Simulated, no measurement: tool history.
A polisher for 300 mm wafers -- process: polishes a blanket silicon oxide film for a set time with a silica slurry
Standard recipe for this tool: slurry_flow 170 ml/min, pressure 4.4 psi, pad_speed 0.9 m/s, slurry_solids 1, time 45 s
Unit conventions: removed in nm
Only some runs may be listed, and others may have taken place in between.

run,hour,slurry_flow,pressure,pad_speed,slurry_solids,time,"incoming thickness of the incoming film, nm",removed
1,0,170,3.7,0.9,1,45,1036.6,111.9
2,31.1,170,3.7,0.9,1,45,1064.7,112.6
# hour 39: conditioning disc replaced and pad reconditioned
# hour 81.7: slurry nozzle cleaned
3,96.3,170,4.4,0.9,1,45,1048.3,129.4
# hour 147.8: slurry blender recalibrated
4,154.4,170,4.4,0.9,1,45,1060.2,130.8
# hour 186.4: worn pad replaced by a new one
# hour 213.5: head pressure recalibrated
5,214,170,4.4,0.9,1,45,1045.9,131.2
6,278.4,170,4.4,0.9,1,45,1064.9,131
7,304.9,170,4.4,0.9,1,45,1054.5,129.2
8,336.9,170,4.4,0.9,1,45,1042.9,130.7
9,374.6,170,4.4,0.9,1,45,1039.4,128.6
# hour 384.5: conditioning disc replaced and pad reconditioned
10,434,170,4.4,0.9,0.85,45,1061.8,116.1
11,471.2,215,4.4,0.72,1,45,1055.9,111.8
# hour 483.3: slurry nozzle cleaned
# hour 510.6: worn pad replaced by a new one
# hour 519.9: slurry blender recalibrated
12,556.6,170,4.4,0.9,1,45,1056.8,131.3
13,593.9,170,4.4,0.9,1,45,1045.1,130.3
14,663.4,195,3.6,0.78,1,33,1025.4,73.9
# hour 682.8: conditioning disc replaced and pad reconditioned
15,708.7,170,3.4,0.9,1,45,1069.1,103.7
16,744.6,170,4.4,0.9,1,45,1070.6,129.3
17,814.3,120,3.9,0.78,0.9,45,1052.9,96.3
# hour 858.9: worn pad replaced by a new one
18,865.6,170,3.3,1.02,1.2,40,1055.9,107.6
19,898.7,130,4.4,0.6,1.25,53,1052.8,124.5
# hour 940.8: slurry blender recalibrated
20,961.9,205,3.7,0.66,1,45,1053.3,92.5
21,1012.5,170,4.4,0.9,1,57,1047.3,167.3
# hour 1015.1: conditioning disc replaced and pad reconditioned
# hour 1016.5: slurry nozzle cleaned
22,1068,145,3.2,0.9,1,45,1064.7,100.7
23,1107.7,170,4.4,0.9,1,45,1054,132.2
24,1162,170,4,0.76,1,45,1064.2,107.1
# hour 1175.7: worn pad replaced by a new one
25,1190.3,145,5,0.9,1,33,1048.4,103

4 options for the next run, each taken on its own from the tool as it stands now. Forecast them:
A,1190.7,170,4.4,0.58,1,45,1030.2,?
B,1190.7,135,3.6,0.9,1.3,36,1030.2,?
C,1190.7,170,4.4,1.16,1.15,45,1030.2,?
D,1190.7,225,3.2,0.9,1.1,45,1030.2,?

run,removed
A,96.2
B,96.9
C,164.6
D,106.7
With no hidden state in the tool, these same runs would have given:
run,removed
A,97.9
B,98.4
C,167.3
D,108.6
